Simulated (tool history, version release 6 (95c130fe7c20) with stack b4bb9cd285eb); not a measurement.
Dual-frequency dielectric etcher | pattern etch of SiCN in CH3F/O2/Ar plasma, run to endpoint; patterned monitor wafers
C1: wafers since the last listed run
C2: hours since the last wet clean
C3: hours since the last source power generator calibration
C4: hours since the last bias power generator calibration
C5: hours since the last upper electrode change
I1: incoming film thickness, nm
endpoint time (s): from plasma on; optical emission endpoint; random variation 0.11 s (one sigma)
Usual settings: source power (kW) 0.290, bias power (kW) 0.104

run 1 hour=0.0 | source_power_(kW)=0.290 bias_power_(kW)=0.104 | C1=0 C2=317.4 C3=1541.4 C4=3260.9 C5=1849.5 | I1=9.19 | endpoint_time_(s)=25.4
run 2 hour=61.4 | source_power_(kW)=0.290 bias_power_(kW)=0.104 | C1=729 C2=378.8 C3=1602.8 C4=3322.3 C5=1910.9 | I1=9.11 | endpoint_time_(s)=25.0
-- hour=123.1 wet clean of the chamber
run 3 hour=123.6 | source_power_(kW)=0.290 bias_power_(kW)=0.104 | C1=453 C2=0.5 C3=1665.0 C4=3384.5 C5=1973.1 | I1=9.00 | endpoint_time_(s)=25.5
run 4 hour=161.4 | source_power_(kW)=0.290 bias_power_(kW)=0.104 | C1=448 C2=38.3 C3=1702.8 C4=3422.3 C5=2010.9 | I1=9.12 | endpoint_time_(s)=26.1
run 5 hour=230.0 | source_power_(kW)=0.240 bias_power_(kW)=0.104 | C1=814 C2=106.9 C3=1771.4 C4=3490.9 C5=2079.5 | I1=9.11 | endpoint_time_(s)=27.9
run 6 hour=290.3 | source_power_(kW)=0.290 bias_power_(kW)=0.104 | C1=716 C2=167.2 C3=1831.7 C4=3551.2 C5=2139.8 | I1=9.07 | endpoint_time_(s)=26.0
run 7 hour=326.3 | source_power_(kW)=0.290 bias_power_(kW)=0.104 | C1=427 C2=203.2 C3=1867.7 C4=3587.2 C5=2175.8 | I1=8.97 | endpoint_time_(s)=25.9
run 8 hour=388.0 | source_power_(kW)=0.290 bias_power_(kW)=0.104 | C1=732 C2=264.9 C3=1929.4 C4=3648.9 C5=2237.5 | I1=9.08 | endpoint_time_(s)=26.2
run 9 hour=436.2 | source_power_(kW)=0.290 bias_power_(kW)=0.104 | C1=572 C2=313.1 C3=1977.6 C4=3697.1 C5=2285.7 | I1=9.04 | endpoint_time_(s)=26.2
-- hour=498.3 wet clean of the chamber, repeated, since the last time left the tool worse
run 10 hour=498.8 | source_power_(kW)=0.290 bias_power_(kW)=0.104 | C1=458 C2=0.5 C3=2040.2 C4=3759.7 C5=2348.3 | I1=9.10 | endpoint_time_(s)=24.6
run 11 hour=504.2 | source_power_(kW)=0.290 bias_power_(kW)=0.104 | C1=64 C2=5.9 C3=2045.6 C4=3765.1 C5=2353.7 | I1=9.09 | endpoint_time_(s)=24.7
run 12 hour=571.0 | source_power_(kW)=0.290 bias_power_(kW)=0.104 | C1=793 C2=72.7 C3=2112.4 C4=3831.9 C5=2420.5 | I1=9.01 | endpoint_time_(s)=24.6
run 13 hour=626.9 | source_power_(kW)=0.240 bias_power_(kW)=0.129 | C1=663 C2=128.6 C3=2168.3 C4=3887.8 C5=2476.4 | I1=9.11 | endpoint_time_(s)=24.7
run 14 hour=657.1 | source_power_(kW)=0.230 bias_power_(kW)=0.115 | C1=358 C2=158.8 C3=2198.5 C4=3918.0 C5=2506.6 | I1=9.08 | endpoint_time_(s)=26.4
run 15 hour=690.0 | source_power_(kW)=0.320 bias_power_(kW)=0.116 | C1=390 C2=191.7 C3=2231.4 C4=3950.9 C5=2539.5 | I1=9.13 | endpoint_time_(s)=23.1
run 16 hour=748.1 | source_power_(kW)=0.290 bias_power_(kW)=0.094 | C1=689 C2=249.8 C3=2289.5 C4=4009.0 C5=2597.6 | I1=9.07 | endpoint_time_(s)=25.8
run 17 hour=816.7 | source_power_(kW)=0.240 bias_power_(kW)=0.124 | C1=814 C2=318.4 C3=2358.1 C4=4077.6 C5=2666.2 | I1=9.09 | endpoint_time_(s)=25.4
run 18 hour=848.3 | source_power_(kW)=0.290 bias_power_(kW)=0.104 | C1=375 C2=350.0 C3=2389.7 C4=4109.2 C5=2697.8 | I1=9.08 | endpoint_time_(s)=25.1
run 19 hour=883.5 | source_power_(kW)=0.290 bias_power_(kW)=0.104 | C1=417 C2=385.2 C3=2424.9 C4=4144.4 C5=2733.0 | I1=9.12 | endpoint_time_(s)=25.2
run 20 hour=912.7 | source_power_(kW)=0.240 bias_power_(kW)=0.104 | C1=346 C2=414.4 C3=2454.1 C4=4173.6 C5=2762.2 | I1=9.10 | endpoint_time_(s)=26.9
-- hour=957.4 upper electrode replaced
-- hour=960.9 wet clean of the chamber
-- hour=972.2 source power generator calibrated
run 21 hour=974.5 | source_power_(kW)=0.350 bias_power_(kW)=0.123 | C1=360 C2=13.6 C3=2.3 C4=4235.4 C5=17.1 | I1=9.11 | endpoint_time_(s)=21.6
-- hour=995.4 bias power generator calibrated
run 22 hour=1077.8 | source_power_(kW)=0.290 bias_power_(kW)=0.104 | C1=1179 C2=116.9 C3=105.6 C4=82.4 C5=120.4 | I1=8.98 | endpoint_time_(s)=24.2
run 23 hour=1123.2 | source_power_(kW)=0.320 bias_power_(kW)=0.080 | C1=539 C2=162.3 C3=151.0 C4=127.8 C5=165.8 | I1=9.11 | endpoint_time_(s)=25.9
run 24 hour=1167.9 | source_power_(kW)=0.290 bias_power_(kW)=0.104 | C1=530 C2=207.0 C3=195.7 C4=172.5 C5=210.5 | I1=9.10 | endpoint_time_(s)=24.9
run 25 hour=1201.9 | source_power_(kW)=0.340 bias_power_(kW)=0.079 | C1=403 C2=241.0 C3=229.7 C4=206.5 C5=244.5 | I1=9.19 | endpoint_time_(s)=25.6
run 26 hour=1233.1 | source_power_(kW)=0.320 bias_power_(kW)=0.128 | C1=370 C2=272.2 C3=260.9 C4=237.7 C5=275.7 | I1=9.17 | endpoint_time_(s)=22.5
run 27 hour=1258.9 | source_power_(kW)=0.250 bias_power_(kW)=0.114 | C1=306 C2=298.0 C3=286.7 C4=263.5 C5=301.5 | I1=9.16 | endpoint_time_(s)=25.8
run 28 hour=1304.7 | source_power_(kW)=0.330 bias_power_(kW)=0.087 | C1=543 C2=343.8 C3=332.5 C4=309.3 C5=347.3 | I1=9.13 | endpoint_time_(s)=25.4
run 29 hour=1370.2 | source_power_(kW)=0.290 bias_power_(kW)=0.104 | C1=777 C2=409.3 C3=398.0 C4=374.8 C5=412.8 | I1=9.08 | endpoint_time_(s)=25.1
run 30 hour=1419.2 | source_power_(kW)=0.360 bias_power_(kW)=0.129 | C1=581 C2=458.3 C3=447.0 C4=423.8 C5=461.8 | I1=9.06 | endpoint_time_(s)=21.3
run 31 hour=1456.1 | source_power_(kW)=0.290 bias_power_(kW)=0.104 | C1=438 C2=495.2 C3=483.9 C4=460.7 C5=498.7 | I1=9.13 | endpoint_time_(s)=25.4
run 32 hour=1497.0 | source_power_(kW)=0.290 bias_power_(kW)=0.113 | C1=485 C2=536.1 C3=524.8 C4=501.6 C5=539.6 | I1=9.16 | endpoint_time_(s)=24.9
-- hour=1521.4 wet clean of the chamber
run 33 hour=1565.5 | source_power_(kW)=0.290 bias_power_(kW)=0.125 | C1=528 C2=44.1 C3=593.3 C4=570.1 C5=608.1 | I1=9.11 | endpoint_time_(s)=23.3
run 34 hour=1611.7 | source_power_(kW)=0.220 bias_power_(kW)=0.126 | C1=548 C2=90.3 C3=639.5 C4=616.3 C5=654.3 | I1=9.13 | endpoint_time_(s)=25.9

5 ways to go on from here, each from the tool as it stands after run 34. What would each give?
run A hour=1612.1 | source_power_(kW)=0.340 bias_power_(kW)=0.104 | C1=4 C2=90.7 C3=639.9 C4=616.7 C5=654.7 | I1=9.08 | endpoint_time_(s)=?
run B hour=1612.1 | source_power_(kW)=0.310 bias_power_(kW)=0.104 | C1=4 C2=90.7 C3=639.9 C4=616.7 C5=654.7 | I1=9.08 | endpoint_time_(s)=?
run C hour=1612.1 | source_power_(kW)=0.270 bias_power_(kW)=0.104 | C1=4 C2=90.7 C3=639.9 C4=616.7 C5=654.7 | I1=9.08 | endpoint_time_(s)=?
run D hour=1612.1 | source_power_(kW)=0.340 bias_power_(kW)=0.126 | C1=4 C2=90.7 C3=639.9 C4=616.7 C5=654.7 | I1=9.08 | endpoint_time_(s)=?
run E hour=1612.1 | source_power_(kW)=0.350 bias_power_(kW)=0.130 | C1=4 C2=90.7 C3=639.9 C4=616.7 C5=654.7 | I1=9.08 | endpoint_time_(s)=?

run=A endpoint_time_(s)=23.2
run=B endpoint_time_(s)=24.0
run=C endpoint_time_(s)=25.3
run=D endpoint_time_(s)=21.7
run=E endpoint_time_(s)=21.2
Without the tool's hidden state the same runs would have given:
run=A endpoint_time_(s)=23.0
run=B endpoint_time_(s)=23.8
run=C endpoint_time_(s)=25.1
run=D endpoint_time_(s)=21.5
run=E endpoint_time_(s)=21.0

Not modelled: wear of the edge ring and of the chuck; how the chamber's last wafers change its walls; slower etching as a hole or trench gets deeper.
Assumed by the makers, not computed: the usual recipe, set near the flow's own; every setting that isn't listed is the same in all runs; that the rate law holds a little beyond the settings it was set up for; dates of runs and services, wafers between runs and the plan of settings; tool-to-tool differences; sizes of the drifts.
